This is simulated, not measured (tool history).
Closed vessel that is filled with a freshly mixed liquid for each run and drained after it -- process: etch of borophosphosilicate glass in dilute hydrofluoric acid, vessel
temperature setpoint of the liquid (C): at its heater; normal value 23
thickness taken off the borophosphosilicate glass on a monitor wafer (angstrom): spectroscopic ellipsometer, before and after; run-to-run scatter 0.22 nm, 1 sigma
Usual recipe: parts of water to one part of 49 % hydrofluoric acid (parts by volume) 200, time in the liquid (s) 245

run     day  temperature setpoint of the liquid (C)  parts of water to one part of 49 % hydrofluoric acid (parts by volume)  time in the liquid (s)  read-back film thickness of the borophosphosilicate glass reference wafer, read on the same gauge (nm)  thickness taken off the borophosphosilicate glass on a monitor wafer (angstrom)
  1       0                                      23                                                                     200                     245                                                                                                  110.02                                                                            304.7
  2   3.338                                      23                                                                     200                     245                                                                                                  109.95                                                                            303.8
  3   4.521                                      23                                                                     200                     245                                                                                                  110.04                                                                              302
  4   5.654                                      23                                                                     200                     245                                                                                                     110                                                                            298.1
  5   6.725                                      23                                                                     200                     245                                                                                                  110.02                                                                            297.3
      6.775  -- thermometer replaced
  6   7.379                                      23                                                                     200                     245                                                                                                     110                                                                            299.3
  7   8.758                                      23                                                                     200                     245                                                                                                  110.02                                                                            296.2
      9.942  -- gauge calibrated
  8  10.038                                      18                                                                     265                     245                                                                                                  110.03                                                                            172.4
     10.488  -- hydrofluoric acid flow meter replaced
  9  11.283                                      23                                                                     110                     380                                                                                                  110.01                                                                            975.2
 10  12.738                                      23                                                                     200                     245                                                                                                  109.97                                                                            312.4
 11  13.292                                      26                                                                     225                     295                                                                                                     110                                                                            365.6
 12  14.542                                      23                                                                     170                     245                                                                                                  110.03                                                                            383.4
 13  15.571                                      23                                                                     200                     245                                                                                                  109.99                                                                            306.9
 14  16.733                                    21.5                                                                     265                     170                                                                                                     110                                                                              143
 15   18.05                                    26.5                                                                     285                     310                                                                                                  110.02                                                                            282.3

Each row is a separate what-if for the run after 15, all from the same tool condition, not one after another. Results?
  A  18.079                                      23                                                                     200                     380                                                                                                       ?                                                                                ?
  B  18.079                                    19.5                                                                     200                     245                                                                                                       ?                                                                                ?
  C  18.079                                    26.5                                                                     295                     290                                                                                                       ?                                                                                ?
  D  18.079                                      23                                                                     200                     190                                                                                                       ?                                                                                ?

run  read-back film thickness of the borophosphosilicate glass reference wafer, read on the same gauge (nm)  thickness taken off the borophosphosilicate glass on a monitor wafer (angstrom)
  A                                                                                                  109.95                                                                            479.8
  B                                                                                                  109.95                                                                            270.8
  C                                                                                                  109.95                                                                            254.2
  D                                                                                                  109.95                                                                            239.9
Without the tool's unlogged condition, the same runs would have read:
run  thickness taken off the borophosphosilicate glass on a monitor wafer (angstrom)
  A                                                                            490.4
  B                                                                            276.7
  C                                                                            260.3
  D                                                                            245.2
